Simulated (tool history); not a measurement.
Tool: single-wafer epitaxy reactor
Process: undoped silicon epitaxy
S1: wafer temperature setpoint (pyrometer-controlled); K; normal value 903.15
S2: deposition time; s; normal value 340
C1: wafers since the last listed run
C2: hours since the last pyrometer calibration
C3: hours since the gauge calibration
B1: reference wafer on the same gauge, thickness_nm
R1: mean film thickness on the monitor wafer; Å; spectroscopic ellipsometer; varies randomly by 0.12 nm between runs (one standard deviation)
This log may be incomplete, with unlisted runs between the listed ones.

{"run": 1, "day": 0.0, "S1": 903.15, "S2": 340, "C1": 0, "C2": 563.3, "C3": 1117.7, "B1": 45.776, "R1": 388.63}
{"run": 2, "day": 3.675, "S1": 903.15, "S2": 340, "C1": 360, "C2": 651.5, "C3": 1205.9, "B1": 45.782, "R1": 388.31}
{"run": 3, "day": 5.321, "S1": 903.15, "S2": 322, "C1": 161, "C2": 691, "C3": 1245.4, "B1": 45.847, "R1": 368.16}
{"run": 4, "day": 8.025, "S1": 903.15, "S2": 322, "C1": 265, "C2": 755.9, "C3": 1310.3, "B1": 45.842, "R1": 367.89}
{"run": 5, "day": 10.388, "S1": 893.15, "S2": 340, "C1": 231, "C2": 812.6, "C3": 1367, "B1": 45.744, "R1": 316.52}
{"run": 6, "day": 14.242, "S1": 893.15, "S2": 340, "C1": 377, "C2": 905.1, "C3": 1459.5, "B1": 45.829, "R1": 317.77}
{"run": 7, "day": 17.05, "S1": 896.15, "S2": 301, "C1": 275, "C2": 972.5, "C3": 1526.9, "B1": 45.837, "R1": 298.75}
{"run": 8, "day": 20.492, "S1": 896.15, "S2": 301, "C1": 337, "C2": 1055.1, "C3": 1609.5, "B1": 45.818, "R1": 297.81}
{"run": 9, "day": 23.696, "S1": 896.15, "S2": 301, "C1": 314, "C2": 1132, "C3": 1686.4, "B1": 45.775, "R1": 297.5}
{"run": 10, "day": 25.883, "S1": 912.15, "S2": 340, "C1": 214, "C2": 1184.5, "C3": 1738.9, "B1": 45.781, "R1": 459.47}
{"run": 11, "day": 29.312, "S1": 912.15, "S2": 340, "C1": 336, "C2": 1266.8, "C3": 1821.2, "B1": 45.758, "R1": 460.66}
{"run": 12, "day": 32.967, "S1": 897.15, "S2": 340, "C1": 358, "C2": 1354.5, "C3": 1908.9, "B1": 45.856, "R1": 339.93}
{"run": 13, "day": 34.821, "S1": 897.15, "S2": 340, "C1": 181, "C2": 1399, "C3": 1953.4, "B1": 45.848, "R1": 340.36}
{"run": 14, "day": 39.262, "S1": 895.15, "S2": 340, "C1": 435, "C2": 1505.6, "C3": 2060, "B1": 45.722, "R1": 326.2}
{"run": 15, "day": 40.921, "S1": 903.15, "S2": 310, "C1": 162, "C2": 1545.4, "C3": 2099.8, "B1": 45.796, "R1": 352.02}
{"run": 16, "day": 44.204, "S1": 903.15, "S2": 310, "C1": 321, "C2": 1624.2, "C3": 2178.6, "B1": 45.8, "R1": 347.62}
{"run": 17, "day": 56.833, "S1": 903.15, "S2": 340, "C1": 1237, "C2": 1927.3, "C3": 2481.7, "B1": 45.77, "R1": 380.32}
{"run": 18, "day": 60.708, "S1": 914.15, "S2": 302, "C1": 379, "C2": 2020.3, "C3": 2574.7, "B1": 45.788, "R1": 418.37}
{"run": 19, "day": 62.238, "S1": 911.15, "S2": 340, "C1": 149, "C2": 2057, "C3": 2611.4, "B1": 45.743, "R1": 445.18}
{"run": 20, "day": 65.538, "S1": 911.15, "S2": 340, "C1": 323, "C2": 2136.2, "C3": 2690.6, "B1": 45.751, "R1": 442.18}
{"run": 21, "day": 67.612, "S1": 903.15, "S2": 340, "C1": 203, "C2": 2186, "C3": 2740.4, "B1": 45.781, "R1": 378.51}
{"run": 22, "day": 71.912, "S1": 903.15, "S2": 375, "C1": 421, "C2": 2289.2, "C3": 2843.6, "B1": 45.704, "R1": 413.98}
{"day": 74.654, "done": "pyrometer calibrated"}
{"run": 23, "day": 75.975, "S1": 903.15, "S2": 340, "C1": 365, "C2": 31.7, "C3": 2941.1, "B1": 45.883, "R1": 385.33}
{"run": 24, "day": 80.333, "S1": 903.15, "S2": 384, "C1": 427, "C2": 136.3, "C3": 3045.7, "B1": 45.789, "R1": 433.61}
{"run": 25, "day": 83.804, "S1": 903.15, "S2": 340, "C1": 340, "C2": 219.6, "C3": 3129, "B1": 45.839, "R1": 384.26}
{"run": 26, "day": 87.246, "S1": 903.15, "S2": 315, "C1": 337, "C2": 302.2, "C3": 3211.6, "B1": 45.79, "R1": 358.35}
{"run": 27, "day": 89.379, "S1": 893.15, "S2": 278, "C1": 209, "C2": 353.4, "C3": 3262.8, "B1": 45.859, "R1": 256.59}
{"run": 28, "day": 91.788, "S1": 910.15, "S2": 310, "C1": 236, "C2": 411.2, "C3": 3320.6, "B1": 45.767, "R1": 403.58}
{"run": 29, "day": 95.946, "S1": 897.15, "S2": 305, "C1": 407, "C2": 511, "C3": 3420.4, "B1": 45.813, "R1": 305.83}
{"day": 96.267, "done": "gauge calibrated"}
{"run": 30, "day": 97.671, "S1": 897.15, "S2": 388, "C1": 169, "C2": 552.4, "C3": 33.7, "B1": 45.845, "R1": 390.1}
{"run": 31, "day": 100.046, "S1": 903.15, "S2": 340, "C1": 232, "C2": 609.4, "C3": 90.7, "B1": 45.82, "R1": 383.59}
{"run": 32, "day": 103.458, "S1": 891.15, "S2": 288, "C1": 334, "C2": 691.3, "C3": 172.6, "B1": 45.878, "R1": 255.74}
{"run": 33, "day": 105.067, "S1": 903.15, "S2": 310, "C1": 157, "C2": 729.9, "C3": 211.2, "B1": 45.793, "R1": 350.35}
{"run": 34, "day": 108.146, "S1": 891.15, "S2": 321, "C1": 301, "C2": 803.8, "C3": 285.1, "B1": 45.822, "R1": 283.52}
{"run": 35, "day": 111.475, "S1": 903.15, "S2": 340, "C1": 326, "C2": 883.7, "C3": 365, "B1": 45.804, "R1": 380.28}
{"run": 36, "day": 113.867, "S1": 898.15, "S2": 340, "C1": 234, "C2": 941.1, "C3": 422.4, "B1": 45.737, "R1": 345.49}
{"run": 37, "day": 115.888, "S1": 903.15, "S2": 340, "C1": 198, "C2": 989.6, "C3": 470.9, "B1": 45.809, "R1": 381.66}
{"run": 38, "day": 117.454, "S1": 903.15, "S2": 387, "C1": 153, "C2": 1027.2, "C3": 508.5, "B1": 45.786, "R1": 436.18}
{"run": 39, "day": 120.967, "S1": 894.15, "S2": 367, "C1": 344, "C2": 1111.5, "C3": 592.8, "B1": 45.878, "R1": 346.16}
{"run": 40, "day": 124.412, "S1": 903.15, "S2": 340, "C1": 337, "C2": 1194.2, "C3": 675.5, "B1": 45.771, "R1": 381.91}
{"run": 41, "day": 127.45, "S1": 894.15, "S2": 387, "C1": 297, "C2": 1267.1, "C3": 748.4, "B1": 45.71, "R1": 361.37}
{"run": 42, "day": 129.992, "S1": 903.15, "S2": 340, "C1": 249, "C2": 1328.1, "C3": 809.4, "B1": 45.776, "R1": 379.65}
{"run": 43, "day": 132.158, "S1": 909.15, "S2": 386, "C1": 212, "C2": 1380.1, "C3": 861.4, "B1": 45.803, "R1": 487.22}
{"run": 44, "day": 133.879, "S1": 903.15, "S2": 403, "C1": 168, "C2": 1421.4, "C3": 902.7, "B1": 45.866, "R1": 450.9}
{"run": 45, "day": 136.55, "S1": 916.15, "S2": 295, "C1": 261, "C2": 1485.5, "C3": 966.8, "B1": 45.756, "R1": 426.97}

Consider 5 possible next runs. They are alternatives, not a sequence: every one starts from the tool as it was left by run 45. What does each give?
{"run": "A", "day": 136.571, "S1": 903.15, "S2": 340, "C1": 2, "C2": 1486, "C3": 967.3, "B1": "?", "R1": "?"}
{"run": "B", "day": 136.571, "S1": 899.15, "S2": 361, "C1": 2, "C2": 1486, "C3": 967.3, "B1": "?", "R1": "?"}
{"run": "C", "day": 136.571, "S1": 896.15, "S2": 321, "C1": 2, "C2": 1486, "C3": 967.3, "B1": "?", "R1": "?"}
{"run": "D", "day": 136.571, "S1": 903.15, "S2": 360, "C1": 2, "C2": 1486, "C3": 967.3, "B1": "?", "R1": "?"}
{"run": "E", "day": 136.571, "S1": 893.15, "S2": 309, "C1": 2, "C2": 1486, "C3": 967.3, "B1": "?", "R1": "?"}

run=A B1=45.737 R1=379.71
run=B B1=45.737 R1=371.95
run=C B1=45.737 R1=311.2
run=D B1=45.737 R1=402.05
run=E B1=45.737 R1=281.78
With no hidden state in the tool, these same runs would have given:
run=A R1=387.43
run=B R1=379.56
run=C R1=317.62
run=D R1=410.22
run=E R1=287.62
